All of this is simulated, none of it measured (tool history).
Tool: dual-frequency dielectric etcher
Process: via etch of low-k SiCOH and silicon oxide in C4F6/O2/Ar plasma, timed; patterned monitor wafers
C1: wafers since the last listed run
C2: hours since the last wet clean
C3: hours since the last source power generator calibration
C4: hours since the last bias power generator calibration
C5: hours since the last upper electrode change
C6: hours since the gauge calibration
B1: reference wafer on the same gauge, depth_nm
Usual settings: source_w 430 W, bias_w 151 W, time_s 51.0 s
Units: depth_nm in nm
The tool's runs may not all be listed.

{"run": 1, "hour": 0.0, "source_w": 430, "bias_w": 151, "time_s": 51.0, "C1": 0, "C2": 347.7, "C3": 3890.9, "C4": 2248.0, "C5": 3414.6, "C6": 583.2, "B1": 148.0, "depth_nm": 124.1}
{"run": 2, "hour": 44.6, "source_w": 430, "bias_w": 151, "time_s": 51.0, "C1": 522, "C2": 392.3, "C3": 3935.5, "C4": 2292.6, "C5": 3459.2, "C6": 627.8, "B1": 148.0, "depth_nm": 123.8}
{"run": 3, "hour": 80.1, "source_w": 430, "bias_w": 151, "time_s": 51.0, "C1": 416, "C2": 427.8, "C3": 3971.0, "C4": 2328.1, "C5": 3494.7, "C6": 663.3, "B1": 147.9, "depth_nm": 123.4}
{"run": 4, "hour": 93.9, "source_w": 430, "bias_w": 151, "time_s": 51.0, "C1": 161, "C2": 441.6, "C3": 3984.8, "C4": 2341.9, "C5": 3508.5, "C6": 677.1, "B1": 148.0, "depth_nm": 123.5}
{"hour": 131.0, "done": "wet clean of the chamber"}
{"run": 5, "hour": 131.5, "source_w": 430, "bias_w": 151, "time_s": 51.0, "C1": 159, "C2": 0.5, "C3": 4022.4, "C4": 2379.5, "C5": 3546.1, "C6": 714.7, "B1": 148.0, "depth_nm": 124.5}
{"run": 6, "hour": 133.1, "source_w": 480, "bias_w": 151, "time_s": 39.0, "C1": 18, "C2": 2.1, "C3": 4024.0, "C4": 2381.1, "C5": 3547.7, "C6": 716.3, "B1": 148.1, "depth_nm": 97.6}
{"run": 7, "hour": 148.8, "source_w": 480, "bias_w": 151, "time_s": 39.0, "C1": 184, "C2": 17.8, "C3": 4039.7, "C4": 2396.8, "C5": 3563.4, "C6": 732.0, "B1": 148.1, "depth_nm": 97.7}
{"run": 8, "hour": 169.2, "source_w": 430, "bias_w": 151, "time_s": 51.0, "C1": 239, "C2": 38.2, "C3": 4060.1, "C4": 2417.2, "C5": 3583.8, "C6": 752.4, "B1": 148.0, "depth_nm": 124.2}
{"hour": 193.6, "done": "upper electrode replaced"}
{"run": 9, "hour": 194.1, "source_w": 500, "bias_w": 151, "time_s": 56.0, "C1": 10, "C2": 63.1, "C3": 4085.0, "C4": 2442.1, "C5": 0.5, "C6": 777.3, "B1": 148.0, "depth_nm": 141.5}
{"run": 10, "hour": 197.9, "source_w": 500, "bias_w": 151, "time_s": 56.0, "C1": 44, "C2": 66.9, "C3": 4088.8, "C4": 2445.9, "C5": 4.3, "C6": 781.1, "B1": 148.1, "depth_nm": 141.7}
{"run": 11, "hour": 220.1, "source_w": 500, "bias_w": 151, "time_s": 51.0, "C1": 260, "C2": 89.1, "C3": 4111.0, "C4": 2468.1, "C5": 26.5, "C6": 803.3, "B1": 148.0, "depth_nm": 128.5}
{"hour": 224.3, "done": "bias power generator calibrated"}
{"run": 12, "hour": 241.8, "source_w": 430, "bias_w": 114, "time_s": 51.0, "C1": 207, "C2": 110.8, "C3": 4132.7, "C4": 17.5, "C5": 48.2, "C6": 825.0, "B1": 148.1, "depth_nm": 117.9}
{"run": 13, "hour": 259.2, "source_w": 520, "bias_w": 184, "time_s": 51.0, "C1": 203, "C2": 128.2, "C3": 4150.1, "C4": 34.9, "C5": 65.6, "C6": 842.4, "B1": 148.0, "depth_nm": 138.4}
{"run": 14, "hour": 279.2, "source_w": 470, "bias_w": 140, "time_s": 44.0, "C1": 234, "C2": 148.2, "C3": 4170.1, "C4": 54.9, "C5": 85.6, "C6": 862.4, "B1": 148.1, "depth_nm": 109.0}
{"run": 15, "hour": 310.4, "source_w": 430, "bias_w": 151, "time_s": 51.0, "C1": 365, "C2": 179.4, "C3": 4201.3, "C4": 86.1, "C5": 116.8, "C6": 893.6, "B1": 148.0, "depth_nm": 125.6}
{"run": 16, "hour": 345.8, "source_w": 330, "bias_w": 126, "time_s": 39.0, "C1": 414, "C2": 214.8, "C3": 4236.7, "C4": 121.5, "C5": 152.2, "C6": 929.0, "B1": 148.1, "depth_nm": 86.8}
{"run": 17, "hour": 380.2, "source_w": 430, "bias_w": 165, "time_s": 59.0, "C1": 403, "C2": 249.2, "C3": 4271.1, "C4": 155.9, "C5": 186.6, "C6": 963.4, "B1": 148.0, "depth_nm": 148.3}
{"run": 18, "hour": 461.8, "source_w": 430, "bias_w": 151, "time_s": 51.0, "C1": 956, "C2": 330.8, "C3": 4352.7, "C4": 237.5, "C5": 268.2, "C6": 1045.0, "B1": 148.1, "depth_nm": 125.5}
{"hour": 482.0, "done": "gauge calibrated"}
{"run": 19, "hour": 483.2, "source_w": 400, "bias_w": 151, "time_s": 51.0, "C1": 250, "C2": 352.2, "C3": 4374.1, "C4": 258.9, "C5": 289.6, "C6": 1.2, "B1": 148.0, "depth_nm": 123.2}
{"run": 20, "hour": 502.1, "source_w": 430, "bias_w": 151, "time_s": 51.0, "C1": 221, "C2": 371.1, "C3": 4393.0, "C4": 277.8, "C5": 308.5, "C6": 20.1, "B1": 148.1, "depth_nm": 125.6}
{"run": 21, "hour": 515.9, "source_w": 430, "bias_w": 151, "time_s": 51.0, "C1": 161, "C2": 384.9, "C3": 4406.8, "C4": 291.6, "C5": 322.3, "C6": 33.9, "B1": 148.1, "depth_nm": 125.0}
{"hour": 536.7, "done": "source power generator calibrated"}
{"run": 22, "hour": 547.2, "source_w": 430, "bias_w": 167, "time_s": 51.0, "C1": 319, "C2": 416.2, "C3": 10.5, "C4": 322.9, "C5": 353.6, "C6": 65.2, "B1": 147.9, "depth_nm": 128.2}
{"hour": 582.5, "done": "wet clean of the chamber"}
{"run": 23, "hour": 583.0, "source_w": 430, "bias_w": 162, "time_s": 51.0, "C1": 138, "C2": 0.5, "C3": 46.3, "C4": 358.7, "C5": 389.4, "C6": 101.0, "B1": 148.0, "depth_nm": 128.6}
{"run": 24, "hour": 583.4, "source_w": 430, "bias_w": 151, "time_s": 51.0, "C1": 4, "C2": 0.9, "C3": 46.7, "C4": 359.1, "C5": 389.8, "C6": 101.4, "B1": 147.9, "depth_nm": 126.0}
{"run": 25, "hour": 613.6, "source_w": 480, "bias_w": 165, "time_s": 35.5, "C1": 353, "C2": 31.1, "C3": 76.9, "C4": 389.3, "C5": 420.0, "C6": 131.6, "B1": 147.9, "depth_nm": 92.2}
{"run": 26, "hour": 648.2, "source_w": 430, "bias_w": 151, "time_s": 51.0, "C1": 405, "C2": 65.7, "C3": 111.5, "C4": 423.9, "C5": 454.6, "C6": 166.2, "B1": 147.9, "depth_nm": 126.2}
{"run": 27, "hour": 680.5, "source_w": 390, "bias_w": 114, "time_s": 51.0, "C1": 378, "C2": 98.0, "C3": 143.8, "C4": 456.2, "C5": 486.9, "C6": 198.5, "B1": 147.9, "depth_nm": 115.1}
{"run": 28, "hour": 713.5, "source_w": 430, "bias_w": 165, "time_s": 59.0, "C1": 386, "C2": 131.0, "C3": 176.8, "C4": 489.2, "C5": 519.9, "C6": 231.5, "B1": 148.0, "depth_nm": 148.3}

Forecast run 29:
{"run": 29, "hour": 747.2, "source_w": 480, "bias_w": 136, "time_s": 39.0, "C1": 394, "C2": 164.7, "C3": 210.5, "C4": 522.9, "C5": 553.6, "C6": 265.2, "B1": "?", "depth_nm": "?"}

Run 29 gave B1 147.9, depth_nm 96.5 nm.
Without the tool's hidden state the same run would have given depth_nm 96.9 nm.

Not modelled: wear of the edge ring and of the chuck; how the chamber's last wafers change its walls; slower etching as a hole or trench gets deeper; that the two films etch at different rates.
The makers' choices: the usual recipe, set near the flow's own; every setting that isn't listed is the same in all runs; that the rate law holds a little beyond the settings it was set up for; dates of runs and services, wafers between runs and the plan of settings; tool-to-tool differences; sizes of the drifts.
